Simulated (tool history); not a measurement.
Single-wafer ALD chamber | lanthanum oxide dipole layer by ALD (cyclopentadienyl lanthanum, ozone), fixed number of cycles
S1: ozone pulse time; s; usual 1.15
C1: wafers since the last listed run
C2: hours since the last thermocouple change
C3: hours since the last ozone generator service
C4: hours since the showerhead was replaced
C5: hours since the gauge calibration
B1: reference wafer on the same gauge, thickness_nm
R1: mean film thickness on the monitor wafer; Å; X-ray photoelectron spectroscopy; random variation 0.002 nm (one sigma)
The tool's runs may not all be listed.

run,hour,S1,C1,C2,C3,C4,C5,B1,R1
1,0.0,1.15,0,1656.1,475.6,2669.8,680.3,0.649,5.62
2,66.4,1.15,1361,1722.5,542.0,2736.2,746.7,0.648,5.61
3,110.5,1.15,904,1766.6,586.1,2780.3,790.8,0.650,5.60
4,158.1,1.15,976,1814.2,633.7,2827.9,838.4,0.649,5.62
5,223.2,1.15,1334,1879.3,698.8,2893.0,903.5,0.650,5.60
6,289.6,1.15,1361,1945.7,765.2,2959.4,969.9,0.649,5.58
7,346.5,1.15,1166,2002.6,822.1,3016.3,1026.8,0.649,5.58
8,381.6,1.15,719,2037.7,857.2,3051.4,1061.9,0.649,5.63
# hour 392.0: thermocouple changed; heater temperature recalibrated
9,451.2,1.15,1263,59.2,926.8,3121.0,1131.5,0.650,5.59
10,478.4,0.80,557,86.4,954.0,3148.2,1158.7,0.648,5.25
11,542.8,0.80,1320,150.8,1018.4,3212.6,1223.1,0.648,5.23
# hour 607.3: ozone generator serviced
12,607.8,1.40,1168,215.8,0.5,3277.6,1288.1,0.648,5.78
13,671.3,1.40,1302,279.3,64.0,3341.1,1351.6,0.648,5.76
14,720.5,1.50,1008,328.5,113.2,3390.3,1400.8,0.649,5.83
# hour 730.2: showerhead replaced
15,757.1,1.29,586,365.1,149.8,26.9,1437.4,0.650,5.71
16,795.1,0.93,779,403.1,187.8,64.9,1475.4,0.649,5.42
17,865.2,1.15,1437,473.2,257.9,135.0,1545.5,0.649,5.61
18,890.1,1.15,510,498.1,282.8,159.9,1570.4,0.650,5.62
19,947.3,1.15,1172,555.3,340.0,217.1,1627.6,0.650,5.60
20,998.5,0.87,1049,606.5,391.2,268.3,1678.8,0.648,5.35
21,1050.0,1.15,1056,658.0,442.7,319.8,1730.3,0.650,5.61
22,1079.1,1.37,596,687.1,471.8,348.9,1759.4,0.649,5.76
# hour 1146.7: gauge calibrated
23,1149.5,1.48,1443,757.5,542.2,419.3,2.8,0.648,5.83
24,1189.4,1.36,818,797.4,582.1,459.2,42.7,0.649,5.76
25,1221.0,1.15,648,829.0,613.7,490.8,74.3,0.650,5.63
26,1260.5,1.15,810,868.5,653.2,530.3,113.8,0.649,5.59
27,1285.7,1.38,516,893.7,678.4,555.5,139.0,0.648,5.78
28,1354.4,1.51,1408,962.4,747.1,624.2,207.7,0.649,5.85
29,1394.1,1.15,814,1002.1,786.8,663.9,247.4,0.649,5.64
30,1421.5,1.49,561,1029.5,814.2,691.3,274.8,0.648,5.79
31,1462.7,1.15,844,1070.7,855.4,732.5,316.0,0.650,5.64
# hour 1502.3: ozone generator serviced
32,1504.7,0.73,697,1112.7,2.4,774.5,358.0,0.650,5.13
33,1537.0,1.30,662,1145.0,34.7,806.8,390.3,0.648,5.77
34,1593.0,0.94,1148,1201.0,90.7,862.8,446.3,0.650,5.44

4 ways to go on from here, each from the tool as it stands after run 34. What would each give?
A,1593.4,1.15,8,1201.4,91.1,863.2,446.7,?,?
B,1593.4,1.42,8,1201.4,91.1,863.2,446.7,?,?
C,1593.4,1.57,8,1201.4,91.1,863.2,446.7,?,?
D,1593.4,1.27,8,1201.4,91.1,863.2,446.7,?,?

run,B1,R1
A,0.649,5.60
B,0.649,5.79
C,0.649,5.86
D,0.649,5.69
Without the tool's hidden state the same runs would have given:
run,R1
A,5.60
B,5.79
C,5.86
D,5.69

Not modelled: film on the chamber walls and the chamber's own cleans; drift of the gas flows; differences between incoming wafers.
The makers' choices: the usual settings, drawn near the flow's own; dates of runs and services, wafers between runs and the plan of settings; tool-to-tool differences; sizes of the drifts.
